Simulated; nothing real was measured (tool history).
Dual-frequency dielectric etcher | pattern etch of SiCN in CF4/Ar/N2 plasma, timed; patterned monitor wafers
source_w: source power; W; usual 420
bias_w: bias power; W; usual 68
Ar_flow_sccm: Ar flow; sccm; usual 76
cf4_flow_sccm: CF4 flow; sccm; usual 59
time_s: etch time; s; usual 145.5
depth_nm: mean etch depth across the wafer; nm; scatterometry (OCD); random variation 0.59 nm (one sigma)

| run | hour | source_w | bias_w | Ar_flow_sccm | cf4_flow_sccm | time_s | wafers since the last listed run | hours since the last wet clean | hours since the last source power generator calibration | hours since the last bias power generator calibration | hours since the last Ar flow controller change | hours since the last CF4 flow controller change | hours since the last upper electrode change | hours since the gauge calibration | read-back reference wafer on the same gauge, depth_nm | depth_nm |
|---|---|---|---|---|---|---|---|---|---|---|---|---|---|---|---|---|
| 1 | 0.0 | 440 | 68 | 76 | 59 | 129.5 | 0 | 233.0 | 2332.1 | 1782.5 | 4784.9 | 6418.6 | 5673.5 | 127.7 | 113.0 | 117.7 |
| 2 | 8.9 | 420 | 68 | 65 | 59 | 145.5 | 53 | 241.9 | 2341.0 | 1791.4 | 4793.8 | 6427.5 | 5682.4 | 136.6 | 112.9 | 128.5 |
| 3 | 21.5 | 420 | 68 | 65 | 59 | 145.5 | 75 | 254.5 | 2353.6 | 1804.0 | 4806.4 | 6440.1 | 5695.0 | 149.2 | 112.9 | 130.3 |
|  | 27.6 | CF4 flow controller replaced |
|  | 45.0 | Ar flow controller replaced |
|  | 61.4 | upper electrode replaced |
| 4 | 61.9 | 420 | 68 | 76 | 59 | 145.5 | 71 | 294.9 | 2394.0 | 1844.4 | 16.9 | 34.3 | 0.5 | 189.6 | 113.0 | 125.4 |
| 5 | 62.2 | 420 | 68 | 76 | 59 | 145.5 | 1 | 295.2 | 2394.3 | 1844.7 | 17.2 | 34.6 | 0.8 | 189.9 | 113.0 | 124.0 |
| 6 | 63.3 | 420 | 68 | 92 | 59 | 145.5 | 6 | 296.3 | 2395.4 | 1845.8 | 18.3 | 35.7 | 1.9 | 191.0 | 113.0 | 119.8 |
|  | 75.1 | source power generator calibrated |
| 7 | 76.7 | 420 | 68 | 76 | 59 | 117.0 | 56 | 309.7 | 1.6 | 1859.2 | 31.7 | 49.1 | 15.3 | 204.4 | 113.0 | 101.0 |
|  | 83.6 | bias power generator calibrated |
| 8 | 86.5 | 420 | 84 | 76 | 59 | 145.5 | 34 | 319.5 | 11.4 | 2.9 | 41.5 | 58.9 | 25.1 | 214.2 | 113.4 | 139.2 |
| 9 | 99.2 | 420 | 68 | 76 | 67 | 124.0 | 75 | 332.2 | 24.1 | 15.6 | 54.2 | 71.6 | 37.8 | 226.9 | 113.0 | 107.3 |
|  | 100.6 | gauge calibrated |
| 10 | 113.7 | 350 | 68 | 76 | 68 | 125.0 | 86 | 346.7 | 38.6 | 30.1 | 68.7 | 86.1 | 52.3 | 13.1 | 112.9 | 92.8 |
| 11 | 129.8 | 390 | 68 | 76 | 59 | 145.5 | 96 | 362.8 | 54.7 | 46.2 | 84.8 | 102.2 | 68.4 | 29.2 | 112.9 | 116.3 |
| 12 | 138.3 | 420 | 68 | 70 | 72 | 162.0 | 50 | 371.3 | 63.2 | 54.7 | 93.3 | 110.7 | 76.9 | 37.7 | 112.7 | 143.6 |
|  | 175.7 | wet clean of the chamber |
| 13 | 176.2 | 420 | 68 | 70 | 72 | 162.0 | 83 | 0.5 | 101.1 | 92.6 | 131.2 | 148.6 | 114.8 | 75.6 | 113.0 | 149.9 |
| 14 | 176.5 | 470 | 82 | 68 | 59 | 130.5 | 1 | 0.8 | 101.4 | 92.9 | 131.5 | 148.9 | 115.1 | 75.9 | 112.9 | 142.4 |
| 15 | 183.0 | 420 | 68 | 76 | 59 | 145.5 | 38 | 7.3 | 107.9 | 99.4 | 138.0 | 155.4 | 121.6 | 82.4 | 113.3 | 129.3 |
| 16 | 195.6 | 390 | 60 | 76 | 59 | 160.5 | 75 | 19.9 | 120.5 | 112.0 | 150.6 | 168.0 | 134.2 | 95.0 | 113.0 | 124.4 |
| 17 | 207.4 | 420 | 68 | 65 | 59 | 145.5 | 70 | 31.7 | 132.3 | 123.8 | 162.4 | 179.8 | 146.0 | 106.8 | 112.8 | 132.9 |
| 18 | 222.2 | 420 | 79 | 81 | 54 | 145.5 | 88 | 46.5 | 147.1 | 138.6 | 177.2 | 194.6 | 160.8 | 121.6 | 113.2 | 136.1 |
| 19 | 238.3 | 420 | 68 | 76 | 59 | 145.5 | 96 | 62.6 | 163.2 | 154.7 | 193.3 | 210.7 | 176.9 | 137.7 | 113.1 | 127.7 |
| 20 | 250.7 | 420 | 68 | 58 | 67 | 145.5 | 74 | 75.0 | 175.6 | 167.1 | 205.7 | 223.1 | 189.3 | 150.1 | 113.1 | 134.9 |
| 21 | 267.4 | 470 | 52 | 76 | 59 | 145.5 | 99 | 91.7 | 192.3 | 183.8 | 222.4 | 239.8 | 206.0 | 166.8 | 112.8 | 120.5 |

Forecast each of these 4 alternatives for the next run:
| A | 267.9 | 420 | 68 | 76 | 59 | 145.5 | 2 | 92.2 | 192.8 | 184.3 | 222.9 | 240.3 | 206.5 | 167.3 | ? | ? |
| B | 267.9 | 500 | 68 | 68 | 59 | 145.5 | 2 | 92.2 | 192.8 | 184.3 | 222.9 | 240.3 | 206.5 | 167.3 | ? | ? |
| C | 267.9 | 390 | 68 | 76 | 59 | 116.5 | 2 | 92.2 | 192.8 | 184.3 | 222.9 | 240.3 | 206.5 | 167.3 | ? | ? |
| D | 267.9 | 420 | 68 | 76 | 59 | 185.0 | 2 | 92.2 | 192.8 | 184.3 | 222.9 | 240.3 | 206.5 | 167.3 | ? | ? |

| run | read-back reference wafer on the same gauge, depth_nm | depth_nm |
|---|---|---|
| A | 113.2 | 128.6 |
| B | 113.2 | 152.7 |
| C | 113.2 | 96.5 |
| D | 113.2 | 163.5 |
Without the tool's hidden state the same runs would have given:
| run | depth_nm |
|---|---|
| A | 129.6 |
| B | 154.0 |
| C | 97.3 |
| D | 164.8 |
